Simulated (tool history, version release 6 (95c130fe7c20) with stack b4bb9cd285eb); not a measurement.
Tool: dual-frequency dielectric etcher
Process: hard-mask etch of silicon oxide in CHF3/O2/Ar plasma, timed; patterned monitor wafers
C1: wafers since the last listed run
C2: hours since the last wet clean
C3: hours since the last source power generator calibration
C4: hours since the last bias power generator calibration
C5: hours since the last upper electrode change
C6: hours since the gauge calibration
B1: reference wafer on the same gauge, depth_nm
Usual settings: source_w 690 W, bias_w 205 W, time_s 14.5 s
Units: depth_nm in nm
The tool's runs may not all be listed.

run 1 hour=0.0 | source_w=740 bias_w=205 time_s=14.5 | C1=0 C2=153.3 C3=1211.7 C4=2833.8 C5=2859.4 C6=363.9 | B1=33.39 | depth_nm=29.88
run 2 hour=91.2 | source_w=690 bias_w=205 time_s=14.5 | C1=911 C2=244.5 C3=1302.9 C4=2925.0 C5=2950.6 C6=455.1 | B1=33.37 | depth_nm=28.66
run 3 hour=163.1 | source_w=690 bias_w=205 time_s=14.5 | C1=718 C2=316.4 C3=1374.8 C4=2996.9 C5=3022.5 C6=527.0 | B1=33.38 | depth_nm=28.81
run 4 hour=269.1 | source_w=690 bias_w=205 time_s=14.5 | C1=1059 C2=422.4 C3=1480.8 C4=3102.9 C5=3128.5 C6=633.0 | B1=33.41 | depth_nm=28.62
run 5 hour=334.8 | source_w=690 bias_w=205 time_s=14.5 | C1=656 C2=488.1 C3=1546.5 C4=3168.6 C5=3194.2 C6=698.7 | B1=33.43 | depth_nm=28.51
run 6 hour=398.6 | source_w=690 bias_w=205 time_s=14.5 | C1=637 C2=551.9 C3=1610.3 C4=3232.4 C5=3258.0 C6=762.5 | B1=33.42 | depth_nm=28.76
-- hour=437.2 wet clean of the chamber
-- hour=467.0 bias power generator calibrated
-- hour=633.7 source power generator calibrated
run 7 hour=695.6 | source_w=690 bias_w=176 time_s=14.5 | C1=2649 C2=258.4 C3=61.9 C4=228.6 C5=3555.0 C6=1059.5 | B1=33.43 | depth_nm=27.39
-- hour=750.6 gauge calibrated
-- hour=805.2 upper electrode replaced
run 8 hour=805.7 | source_w=690 bias_w=205 time_s=14.5 | C1=860 C2=368.5 C3=172.0 C4=338.7 C5=0.5 C6=55.1 | B1=33.40 | depth_nm=28.98
run 9 hour=840.7 | source_w=690 bias_w=238 time_s=18.5 | C1=349 C2=403.5 C3=207.0 C4=373.7 C5=35.5 C6=90.1 | B1=33.41 | depth_nm=38.94
run 10 hour=926.1 | source_w=580 bias_w=205 time_s=10.5 | C1=853 C2=488.9 C3=292.4 C4=459.1 C5=120.9 C6=175.5 | B1=33.41 | depth_nm=18.85
run 11 hour=1030.1 | source_w=690 bias_w=249 time_s=16.0 | C1=1039 C2=592.9 C3=396.4 C4=563.1 C5=224.9 C6=279.5 | B1=33.39 | depth_nm=34.06
run 12 hour=1067.6 | source_w=530 bias_w=242 time_s=16.0 | C1=374 C2=630.4 C3=433.9 C4=600.6 C5=262.4 C6=317.0 | B1=33.39 | depth_nm=28.95
-- hour=1111.7 wet clean of the chamber
run 13 hour=1112.2 | source_w=690 bias_w=205 time_s=14.5 | C1=205 C2=0.5 C3=478.5 C4=645.2 C5=307.0 C6=361.6 | B1=33.37 | depth_nm=28.79
run 14 hour=1161.6 | source_w=560 bias_w=230 time_s=12.5 | C1=493 C2=49.9 C3=527.9 C4=694.6 C5=356.4 C6=411.0 | B1=33.38 | depth_nm=22.81

Some steps in depth_nm between neighbouring runs. How much of each would the tool show without its hidden state too (settings, what came in, random variation), and how much is left for the hidden state, with any gauge scatter that isn't in both results?
The hidden state here: etch rate over this chamber's usual, %; source power that arrives over what is set, %; bias power that arrives over what is set, %; gauge reads high (%).
Run 6 -> 7: bias_w 205 -> 176, wet clean of the chamber, bias power generator calibrated, source power generator calibrated. depth_nm -1.37 nm: hidden state +0.27, all else -1.64.
Run 9 -> 10: source_w 690 -> 580, bias_w 238 -> 205, time_s 18.5 -> 10.5. depth_nm -20.09 nm: hidden state +0.10, all else -20.19.
